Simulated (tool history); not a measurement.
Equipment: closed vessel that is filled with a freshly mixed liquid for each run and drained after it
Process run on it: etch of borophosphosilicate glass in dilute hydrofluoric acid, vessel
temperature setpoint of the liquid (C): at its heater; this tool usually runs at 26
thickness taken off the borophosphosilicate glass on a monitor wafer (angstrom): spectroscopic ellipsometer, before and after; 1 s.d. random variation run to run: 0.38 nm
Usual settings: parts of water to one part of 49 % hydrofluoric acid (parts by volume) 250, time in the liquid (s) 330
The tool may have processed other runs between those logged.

run     day  temperature setpoint of the liquid (C)  parts of water to one part of 49 % hydrofluoric acid (parts by volume)  time in the liquid (s)  read-back film thickness of the borophosphosilicate glass reference wafer, read on the same gauge (nm)  thickness taken off the borophosphosilicate glass on a monitor wafer (angstrom)
  1       0                                      26                                                                     250                     330                                                                                                   30.02                                                                            609.6
  2   1.129                                      26                                                                     250                     330                                                                                                   29.97                                                                            618.6
  3   2.283                                      26                                                                     250                     330                                                                                                   30.01                                                                            610.8
  4    3.45                                      26                                                                     250                     330                                                                                                   29.98                                                                            619.4
  5   4.488                                      26                                                                     250                     330                                                                                                   30.01                                                                            616.6
  6   5.596                                      26                                                                     250                     330                                                                                                   30.04                                                                            618.3
  7   6.596                                    23.5                                                                     250                     330                                                                                                   29.99                                                                            575.6
      6.858  -- thermometer replaced
  8   7.567                                    23.5                                                                     250                     330                                                                                                   30.03                                                                            531.4
  9   8.796                                      26                                                                     180                     330                                                                                                   29.97                                                                            878.2
 10   9.483                                      30                                                                     250                     485                                                                                                   30.02                                                                            977.1
 11  10.346                                    29.5                                                                     250                     235                                                                                                   29.96                                                                            474.6
 12  11.767                                      26                                                                     250                     330                                                                                                   29.97                                                                            586.5
     11.921  -- hydrofluoric acid flow meter replaced
 13  13.188                                      26                                                                     250                     330                                                                                                   29.99                                                                            554.9
     14.638  -- gauge calibrated
 14  14.642                                      22                                                                     250                     330                                                                                                   30.02                                                                            478.7
 15  15.675                                      26                                                                     250                     330                                                                                                   30.05                                                                            555.9
 16  16.225                                      26                                                                     250                     330                                                                                                   29.98                                                                            548.1
 17  17.088                                      22                                                                     150                     195                                                                                                   30.03                                                                              528
 18  17.871                                      24                                                                     355                     215                                                                                                   29.97                                                                            214.1
 19  19.246                                      26                                                                     290                     330                                                                                                      30                                                                            464.7
 20  20.158                                      29                                                                     350                     495                                                                                                      30                                                                            598.7

For each run, the measured value with the value that run would have given without the tool's hidden condition subtracted. The run-to-run variation is shared by both, the gauge scatter possibly not:
Hidden conditions of the tool in this case: liquid hotter than its thermometer reads (K); hydrofluoric acid flow above the setpoint (%); gauge reads high (%).
run  thickness taken off the borophosphosilicate glass on a monitor wafer (angstrom)
  1                                                                            +90.3
  2                                                                            +93.7
  3                                                                            +94.6
  4                                                                            +98.2
  5                                                                            +99.6
  6                                                                           +101.9
  7                                                                            +97.3
  8                                                                            +52.5
  9                                                                              +88
 10                                                                           +104.2
 11                                                                            +51.8
 12                                                                            +66.3
 13                                                                            +27.9
 14                                                                            +26.8
 15                                                                            +32.6
 16                                                                            +33.2
 17                                                                            +33.8
 18                                                                            +14.3
 19                                                                            +32.9
 20                                                                              +44
